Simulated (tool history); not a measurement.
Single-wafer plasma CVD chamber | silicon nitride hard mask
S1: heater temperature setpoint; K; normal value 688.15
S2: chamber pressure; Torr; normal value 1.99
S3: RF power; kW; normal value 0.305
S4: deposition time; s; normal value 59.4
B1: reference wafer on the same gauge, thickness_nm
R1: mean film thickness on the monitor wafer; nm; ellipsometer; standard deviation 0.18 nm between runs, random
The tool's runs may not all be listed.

run 1 hour=0.0 | S1=688.15 S2=1.99 S3=0.335 S4=59.4 | B1=79.669 | R1=74.348
run 2 hour=96.0 | S1=688.15 S2=1.99 S3=0.305 S4=53.7 | B1=79.656 | R1=63.925
run 3 hour=110.1 | S1=688.15 S2=1.99 S3=0.305 S4=59.4 | B1=79.773 | R1=70.309
run 4 hour=139.8 | S1=688.15 S2=1.60 S3=0.305 S4=59.4 | B1=79.630 | R1=68.449
run 5 hour=174.6 | S1=688.15 S2=1.82 S3=0.305 S4=59.4 | B1=79.720 | R1=69.387
run 6 hour=198.1 | S1=688.15 S2=1.99 S3=0.260 S4=59.4 | B1=79.708 | R1=64.496
-- hour=232.4 showerhead replaced
run 7 hour=232.9 | S1=688.15 S2=1.99 S3=0.305 S4=59.4 | B1=79.691 | R1=70.197
run 8 hour=262.2 | S1=688.15 S2=1.99 S3=0.305 S4=59.4 | B1=79.655 | R1=70.431
run 9 hour=281.6 | S1=688.15 S2=1.99 S3=0.305 S4=59.4 | B1=79.718 | R1=69.985
-- hour=282.2 gauge calibrated
-- hour=301.1 RF generator calibrated
run 10 hour=313.1 | S1=688.15 S2=1.99 S3=0.305 S4=59.4 | B1=79.743 | R1=73.129
run 11 hour=330.9 | S1=688.15 S2=1.99 S3=0.305 S4=59.4 | B1=79.682 | R1=73.144
-- hour=352.2 thermocouple changed; heater temperature recalibrated
run 12 hour=363.2 | S1=688.15 S2=1.99 S3=0.305 S4=59.4 | B1=79.732 | R1=73.034
run 13 hour=388.1 | S1=697.15 S2=2.28 S3=0.285 S4=55.3 | B1=79.654 | R1=66.308
-- hour=411.9 capacitance manometer re-zeroed and calibrated
run 14 hour=412.4 | S1=702.15 S2=1.61 S3=0.305 S4=59.4 | B1=79.714 | R1=70.244
run 15 hour=443.9 | S1=688.15 S2=2.35 S3=0.305 S4=59.4 | B1=79.655 | R1=74.413
run 16 hour=475.7 | S1=682.15 S2=1.66 S3=0.350 S4=70.9 | B1=79.765 | R1=91.010
run 17 hour=490.3 | S1=688.15 S2=1.99 S3=0.305 S4=59.4 | B1=79.766 | R1=72.572
run 18 hour=504.4 | S1=688.15 S2=2.21 S3=0.305 S4=63.6 | B1=79.726 | R1=79.109
run 19 hour=517.3 | S1=688.15 S2=1.99 S3=0.305 S4=54.9 | B1=79.697 | R1=67.412

Each row is a separate what-if for the run after 19, all from the same tool condition, not one after another. Results?
run A hour=517.7 | S1=688.15 S2=1.99 S3=0.270 S4=59.4 | B1=? | R1=?
run B hour=517.7 | S1=688.15 S2=1.99 S3=0.340 S4=65.5 | B1=? | R1=?
run C hour=517.7 | S1=682.15 S2=2.23 S3=0.255 S4=52.6 | B1=? | R1=?
run D hour=517.7 | S1=701.15 S2=1.76 S3=0.305 S4=48.1 | B1=? | R1=?

run=A B1=79.725 R1=67.950
run=B B1=79.725 R1=84.449
run=C B1=79.725 R1=59.526
run=D B1=79.725 R1=57.300
With no hidden state in the tool, these same runs would have given:
run=A R1=68.414
run=B R1=84.991
run=C R1=59.949
run=D R1=57.680

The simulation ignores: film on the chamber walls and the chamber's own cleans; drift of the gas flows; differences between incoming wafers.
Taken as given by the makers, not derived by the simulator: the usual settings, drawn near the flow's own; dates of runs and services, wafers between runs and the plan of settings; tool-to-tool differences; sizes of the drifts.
